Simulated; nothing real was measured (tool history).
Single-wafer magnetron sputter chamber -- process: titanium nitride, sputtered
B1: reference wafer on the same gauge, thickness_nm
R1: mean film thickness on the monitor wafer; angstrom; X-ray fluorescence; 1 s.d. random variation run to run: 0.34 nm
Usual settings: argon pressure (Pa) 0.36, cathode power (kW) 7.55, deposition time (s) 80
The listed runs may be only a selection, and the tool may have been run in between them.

run 1 day=0 | argon_pressure_(Pa)=0.36 cathode_power_(kW)=7.55 deposition_time_(s)=80 | B1=94.872 | R1=1050.42
run 2 day=0.721 | argon_pressure_(Pa)=0.36 cathode_power_(kW)=7.55 deposition_time_(s)=80 | B1=95.038 | R1=1053.25
-- day=1.608 sputter target and shields replaced
run 3 day=1.629 | argon_pressure_(Pa)=0.36 cathode_power_(kW)=6.1 deposition_time_(s)=80 | B1=95.111 | R1=876.9
run 4 day=2.008 | argon_pressure_(Pa)=0.36 cathode_power_(kW)=6.1 deposition_time_(s)=80 | B1=95.019 | R1=877.28
run 5 day=2.258 | argon_pressure_(Pa)=0.36 cathode_power_(kW)=6.95 deposition_time_(s)=76 | B1=95.146 | R1=942.86
run 6 day=2.867 | argon_pressure_(Pa)=0.36 cathode_power_(kW)=7.55 deposition_time_(s)=80 | B1=95.055 | R1=1072.28
run 7 day=3.542 | argon_pressure_(Pa)=0.36 cathode_power_(kW)=7.55 deposition_time_(s)=80 | B1=94.99 | R1=1073.12
run 8 day=4.071 | argon_pressure_(Pa)=0.36 cathode_power_(kW)=7.55 deposition_time_(s)=80 | B1=94.923 | R1=1069.22
run 9 day=4.567 | argon_pressure_(Pa)=0.36 cathode_power_(kW)=6.25 deposition_time_(s)=80 | B1=94.991 | R1=881.31
-- day=4.979 capacitance manometer re-zeroed and calibrated
run 10 day=5.2 | argon_pressure_(Pa)=0.36 cathode_power_(kW)=6.25 deposition_time_(s)=80 | B1=95.095 | R1=878.16
run 11 day=5.908 | argon_pressure_(Pa)=0.36 cathode_power_(kW)=7.55 deposition_time_(s)=80 | B1=95.024 | R1=1051.24
run 12 day=6.412 | argon_pressure_(Pa)=0.36 cathode_power_(kW)=7.55 deposition_time_(s)=80 | B1=94.992 | R1=1054.22
run 13 day=6.929 | argon_pressure_(Pa)=0.36 cathode_power_(kW)=7.55 deposition_time_(s)=80 | B1=95.024 | R1=1052.2
-- day=6.979 gauge calibrated
run 14 day=7.488 | argon_pressure_(Pa)=0.36 cathode_power_(kW)=7.55 deposition_time_(s)=80 | B1=94.974 | R1=1060.59
run 15 day=8.217 | argon_pressure_(Pa)=0.36 cathode_power_(kW)=7.55 deposition_time_(s)=80 | B1=95.052 | R1=1057.05
run 16 day=8.717 | argon_pressure_(Pa)=0.36 cathode_power_(kW)=9.1 deposition_time_(s)=87.2 | B1=95.04 | R1=1380.58
run 17 day=9.208 | argon_pressure_(Pa)=0.397 cathode_power_(kW)=6.3 deposition_time_(s)=80 | B1=95.027 | R1=862.22
-- day=10.079 sputter target and shields replaced
run 18 day=10.1 | argon_pressure_(Pa)=0.36 cathode_power_(kW)=7.55 deposition_time_(s)=80 | B1=94.839 | R1=1028.5
run 19 day=10.112 | argon_pressure_(Pa)=0.498 cathode_power_(kW)=7.55 deposition_time_(s)=80 | B1=94.945 | R1=962.65
run 20 day=10.771 | argon_pressure_(Pa)=0.23 cathode_power_(kW)=6.2 deposition_time_(s)=74 | B1=94.954 | R1=828.06
-- day=11.304 magnet pack replaced
run 21 day=11.325 | argon_pressure_(Pa)=0.36 cathode_power_(kW)=7.55 deposition_time_(s)=80 | B1=95.033 | R1=1020.54
run 22 day=11.875 | argon_pressure_(Pa)=0.501 cathode_power_(kW)=7.55 deposition_time_(s)=80 | B1=95 | R1=940.86
run 23 day=12.496 | argon_pressure_(Pa)=0.502 cathode_power_(kW)=7.55 deposition_time_(s)=80 | B1=94.963 | R1=936.11
run 24 day=12.9 | argon_pressure_(Pa)=0.36 cathode_power_(kW)=8.3 deposition_time_(s)=80 | B1=94.957 | R1=1101.12
-- day=13.562 sputter target and shields replaced, repeated, since the last time left the tool worse
run 25 day=13.583 | argon_pressure_(Pa)=0.36 cathode_power_(kW)=6.95 deposition_time_(s)=80 | B1=95.028 | R1=1000.72
run 26 day=13.65 | argon_pressure_(Pa)=0.36 cathode_power_(kW)=7.55 deposition_time_(s)=80 | B1=94.99 | R1=1091.47
run 27 day=14.292 | argon_pressure_(Pa)=0.36 cathode_power_(kW)=6.25 deposition_time_(s)=80 | B1=95.095 | R1=901.73
run 28 day=14.829 | argon_pressure_(Pa)=0.36 cathode_power_(kW)=7.55 deposition_time_(s)=80 | B1=95.063 | R1=1081.81
run 29 day=15.208 | argon_pressure_(Pa)=0.36 cathode_power_(kW)=7.55 deposition_time_(s)=80 | B1=95.012 | R1=1070.8
run 30 day=15.612 | argon_pressure_(Pa)=0.36 cathode_power_(kW)=6.6 deposition_time_(s)=80 | B1=95.028 | R1=938.44
run 31 day=16.288 | argon_pressure_(Pa)=0.281 cathode_power_(kW)=7.55 deposition_time_(s)=80 | B1=94.975 | R1=1111.27

Each run again, without the hidden state but with its own random variation kept:
Hidden state present: deposition rate above that of a new target (%); true argon pressure above the setpoint (%); gauge reads high (%).
run=1 R1=1093.01
run=2 R1=1096.67
run=3 R1=881.02
run=4 R1=885.4
run=5 R1=954.16
run=6 R1=1091.38
run=7 R1=1097.9
run=8 R1=1097.57
run=9 R1=907.08
run=10 R1=906.38
run=11 R1=1087.78
run=12 R1=1092.48
run=13 R1=1091.78
run=14 R1=1101.77
run=15 R1=1099.44
run=16 R1=1436.94
run=17 R1=897.93
run=18 R1=1093.91
run=19 R1=1024.05
run=20 R1=887.9
run=21 R1=1100.31
run=22 R1=1019.06
run=23 R1=1018.26
run=24 R1=1200.57
run=25 R1=1001.5
run=26 R1=1093.22
run=27 R1=909.69
run=28 R1=1096.79
run=29 R1=1088.92
run=30 R1=957.04
run=31 R1=1137.83
